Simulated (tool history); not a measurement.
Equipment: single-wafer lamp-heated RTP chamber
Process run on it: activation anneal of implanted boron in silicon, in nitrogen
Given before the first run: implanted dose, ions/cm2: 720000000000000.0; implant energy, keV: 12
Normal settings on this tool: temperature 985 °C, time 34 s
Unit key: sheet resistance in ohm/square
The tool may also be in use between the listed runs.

run,hour,temperature,time,wafers since the last listed run,wafers since the last pyrometer calibration,wafers since the reflector plate was cleaned,hours since the gauge calibration,"read-back reference wafer on the same gauge, sheet resistance",sheet resistance
1,0.0,985,34,0,4204,5910,704.0,205.02,169.68
2,82.9,985,34,1092,5297,7002,786.9,204.96,169.66
3,136.7,985,34,708,6006,7711,840.7,205.01,167.83
4,238.8,985,40,1345,7351,9057,942.8,205.07,167.76
# hour 321.0: pyrometer window cleaned and pyrometer calibrated
5,330.5,985,40,1102,125,10160,1034.5,205.08,170.27
6,378.1,985,40,627,752,10787,1082.1,205.03,171.04
7,420.1,985,34,553,1305,11340,1124.1,204.97,170.75
# hour 428.2: reflector plate cleaned
8,500.5,1001,34,954,2259,952,1204.5,204.96,165.75
9,537.4,1001,34,486,2745,1439,1241.4,205.19,166.56
10,627.4,957,34,1185,3931,2625,1331.4,205.01,189.31
11,709.3,997,34,1079,5011,3704,1413.3,204.69,166.82
# hour 814.8: gauge calibrated
12,854.9,971,46,1918,6929,5622,40.1,205.19,173.15
13,917.9,985,34,830,7759,6453,103.1,204.89,167.13
# hour 989.1: pyrometer window cleaned and pyrometer calibrated
14,996.5,985,44,930,97,7383,181.7,204.88,170.63
15,1097.6,976,49,1332,1429,8715,282.8,204.92,173.09
16,1192.1,995,34,1245,2674,9960,377.3,205.00,167.56
17,1261.2,985,34,910,3585,10871,446.4,205.09,170.74
18,1360.7,995,17,1311,4896,12182,545.9,205.12,169.72

Below, some changes in sheet resistance between adjacent runs. For each, the amount present without the hidden state too (settings, incoming material, random variation) and the amount remaining for the hidden state with gauge scatter not shared by both compared results:
What the log doesn't record here: true wafer temperature minus pyrometer reading, K; wafer temperature error from the tarnished reflector plate, K; gauge reads high (%).
Run 9 -> 10: temperature 1001 -> 957. sheet resistance +22.75 ohm/square: hidden state -3.72, all else +26.47.
Run 11 -> 12: temperature 997 -> 971, time 34 -> 46, gauge calibrated. sheet resistance +6.33 ohm/square: hidden state -4.20, all else +10.53.
